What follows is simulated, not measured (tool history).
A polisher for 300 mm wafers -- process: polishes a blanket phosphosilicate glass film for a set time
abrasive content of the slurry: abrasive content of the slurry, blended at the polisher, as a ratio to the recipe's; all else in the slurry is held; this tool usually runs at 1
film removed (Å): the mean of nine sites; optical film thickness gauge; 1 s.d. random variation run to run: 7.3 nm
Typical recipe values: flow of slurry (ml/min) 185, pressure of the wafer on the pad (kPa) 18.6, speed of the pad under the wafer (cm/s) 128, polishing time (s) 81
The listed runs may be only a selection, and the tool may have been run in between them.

run,hour,flow of slurry (ml/min),pressure of the wafer on the pad (kPa),speed of the pad under the wafer (cm/s),abrasive content of the slurry,polishing time (s),wafers since the last listed run,wafers polished on this pad,hours since the slurry nozzle was cleaned,hours since the head pressure was calibrated,hours since the slurry blender was calibrated,hours since the conditioning disc was replaced,"incoming thickness of the incoming film, nm",film removed (Å)
1,0,140,18.6,128,1,81,0,3050,187.9,373.9,258,396.2,2713,7363
2,100,155,18.6,128,1,81,611,3661,287.9,473.9,358,496.2,2637.5,7622
3,149.5,155,18.6,128,1,81,302,3963,337.4,523.4,407.5,545.7,2712,7764
# hour 160.2: worn pad replaced by a new one
# hour 163.9: conditioning disc replaced and pad reconditioned
# hour 235.5: head pressure recalibrated
4,236,185,18.6,128,1,81,479,438,423.9,0.5,494,72.1,2641.4,7379
5,298.3,185,18.6,128,1,81,380,819,486.2,62.8,556.3,134.4,2632.1,7327
6,346.2,185,18.6,128,1,81,292,1111,534.1,110.7,604.2,182.3,2673.8,7449
# hour 403.3: slurry blender recalibrated
# hour 410.2: slurry nozzle cleaned
7,431.4,185,18.6,128,0.7,81,502,1614,21.2,195.9,28.1,267.5,2723.2,6627
8,535,185,20.7,112,1,81,633,2247,124.8,299.5,131.7,371.1,2692.1,7643
9,609.4,185,13.1,128,1,81,454,2701,199.2,373.9,206.1,445.5,2652,5487
# hour 702.6: conditioning disc replaced and pad reconditioned
# hour 749: worn pad replaced by a new one
10,780.6,185,18.6,106,1,81,1009,193,370.4,545.1,377.3,78,2695.8,6817
11,874.8,185,18.6,128,1,81,575,768,464.6,639.3,471.5,172.2,2609.3,8141
# hour 881.6: head pressure recalibrated
12,958.9,185,18.6,128,1,81,501,1270,548.7,77.3,555.6,256.3,2668.8,7361
# hour 1006.6: slurry nozzle cleaned
# hour 1021.3: slurry blender recalibrated
13,1039.1,185,18.6,128,1.2,81,471,1742,32.5,157.5,17.8,336.5,2631.9,7823
14,1076.4,165,18.6,128,0.9,94,227,1969,69.8,194.8,55.1,373.8,2704.4,8160
15,1147.1,120,22.1,128,1,81,431,2401,140.5,265.5,125.8,444.5,2680.5,8397
16,1217.9,185,18.6,128,1,81,432,2834,211.3,336.3,196.6,515.3,2662.5,7693
# hour 1288.5: worn pad replaced by a new one
# hour 1338.4: conditioning disc replaced and pad reconditioned
# hour 1468.7: head pressure recalibrated
17,1481,205,18.6,168,0.75,81,1558,1152,474.4,12.3,459.7,142.6,2609.1,8207
18,1530.3,185,18.6,128,0.9,81,301,1453,523.7,61.6,509,191.9,2683.4,6951
# hour 1535.6: slurry blender recalibrated
19,1614.3,185,18.6,128,1,81,501,1954,607.7,145.6,78.7,275.9,2690.3,7211
# hour 1668.8: slurry nozzle cleaned
20,1673,185,18.6,128,1,81,352,2306,4.2,204.3,137.4,334.6,2676.1,7338
21,1712.9,185,18.6,128,1,81,243,2550,44.1,244.2,177.3,374.5,2700.7,7590
22,1763.8,185,18.6,170,1,81,311,2861,95,295.1,228.2,425.4,2679.9,9274
# hour 1792.7: worn pad replaced by a new one
23,1970.6,185,18.6,128,1,81,1239,1087,301.8,501.9,435,632.2,2705.4,7818
# hour 1984.3: conditioning disc replaced and pad reconditioned
# hour 2076: head pressure recalibrated
24,2123.4,185,18.6,86,1,81,909,1996,454.6,47.4,587.8,139.1,2692.4,5390

Below are 5 alternative next runs, each starting from the tool's condition after run 24. Predict each:
A,2123.9,185,18.6,154,1,81,3,1999,455.1,47.9,588.3,139.6,2626.5,?
B,2123.9,230,24.1,128,1,81,3,1999,455.1,47.9,588.3,139.6,2626.5,?
C,2123.9,185,18.6,128,0.7,106,3,1999,455.1,47.9,588.3,139.6,2626.5,?
D,2123.9,185,21.4,128,1,81,3,1999,455.1,47.9,588.3,139.6,2626.5,?
E,2123.9,185,22.8,128,0.85,72,3,1999,455.1,47.9,588.3,139.6,2626.5,?

run,film removed (Å)
A,8395
B,9647
C,8382
D,8313
E,7442
Without the tool's unlogged condition, the same runs would have read:
run,film removed (Å)
A,8214
B,9440
C,8202
D,8134
E,7282

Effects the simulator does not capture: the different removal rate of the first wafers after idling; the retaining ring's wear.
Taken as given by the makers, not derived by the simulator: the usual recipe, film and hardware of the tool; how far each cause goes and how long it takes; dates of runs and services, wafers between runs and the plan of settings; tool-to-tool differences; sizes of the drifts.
